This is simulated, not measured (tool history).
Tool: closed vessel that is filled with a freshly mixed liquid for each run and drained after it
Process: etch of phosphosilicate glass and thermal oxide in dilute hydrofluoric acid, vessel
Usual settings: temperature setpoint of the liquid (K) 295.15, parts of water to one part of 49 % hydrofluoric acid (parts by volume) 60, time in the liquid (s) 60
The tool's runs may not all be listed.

run	day	temperature setpoint of the liquid (K)	parts of water to one part of 49 % hydrofluoric acid (parts by volume)	time in the liquid (s)	wafers since the last listed run	hours since the thermometer was replaced	hours since the hydrofluoric acid flow meter was replaced	hours since the gauge calibration	read-back film thickness of the phosphosilicate glass reference wafer, read on the same gauge (nm)	read-back film thickness of the thermal oxide reference wafer, read on the same gauge (nm)	thickness taken off the phosphosilicate glass on a monitor wafer (nm)	thickness taken off the thermal oxide on a monitor wafer (nm)
1	0.000	295.15	60	60	0	1329.9	999.9	997.4	30.01	129.993	184.49	4.507
2	1.042	295.15	60	60	1699	1354.9	1024.9	1022.4	30.01	130.015	183.54	4.559
# day 1.467: hydrofluoric acid flow meter replaced
3	1.654	295.15	60	60	931	1369.6	4.5	1037.1	30.00	130.000	185.03	4.581
4	2.962	295.15	60	60	2135	1401.0	35.9	1068.5	29.98	130.026	184.72	4.521
5	3.908	295.15	60	60	1543	1423.7	58.6	1091.2	29.98	129.978	186.05	4.538
6	4.767	291.15	45	45	1400	1444.3	79.2	1111.8	30.00	130.022	157.87	3.961
7	5.704	290.65	50	50	1529	1466.8	101.7	1134.3	29.99	129.984	153.99	3.828
8	6.800	295.15	60	60	1788	1493.1	128.0	1160.6	30.00	129.996	184.53	4.534
# day 7.162: thermometer replaced
9	7.617	299.15	90	30	1264	10.9	147.6	1180.2	30.00	129.970	69.66	1.734
10	8.583	295.15	60	60	1577	34.1	170.8	1203.4	30.00	129.983	181.66	4.497
11	9.967	295.15	60	60	2257	67.3	204.0	1236.6	29.99	130.034	184.28	4.567
12	10.854	297.65	90	70	1448	88.6	225.3	1257.9	30.01	129.994	151.88	3.714
13	11.483	295.15	60	60	1026	103.7	240.4	1273.0	30.00	129.975	181.22	4.522
# day 12.717: gauge calibrated
14	12.846	290.65	50	50	2223	136.4	273.1	3.1	30.02	129.989	155.70	3.825
15	13.575	295.15	60	60	1189	153.9	290.6	20.6	30.00	130.027	181.95	4.589
16	14.567	300.15	60	60	1618	177.7	314.4	44.4	29.99	130.003	226.44	5.568
17	15.746	295.15	50	60	1924	206.0	342.7	72.7	30.01	129.990	223.89	5.502
18	16.862	295.15	60	60	1822	232.8	369.5	99.5	29.97	130.010	185.86	4.560
19	18.179	293.65	50	30	2148	264.4	401.1	131.1	30.00	129.996	104.77	2.597
20	18.958	292.15	45	60	1271	283.1	419.8	149.8	30.00	129.983	217.73	5.425
21	19.550	297.65	45	30	965	297.3	434.0	164.0	29.99	129.979	138.11	3.441
22	20.854	295.15	45	60	2128	328.6	465.3	195.3	29.99	130.023	251.33	6.181
23	22.288	298.65	50	75	2339	363.0	499.7	229.7	30.00	129.993	324.37	8.016
24	23.425	297.65	70	45	1856	390.3	527.0	257.0	29.99	129.989	129.01	3.244
25	24.812	296.65	70	70	2264	423.6	560.3	290.3	30.02	130.005	196.13	4.779

The tool's hidden state at each run:
liquid hotter than its thermometer reads (K): 0 in every run
hydrofluoric acid flow above the setpoint (%): 0 in every run
gauge reads high (%): 0 in every run
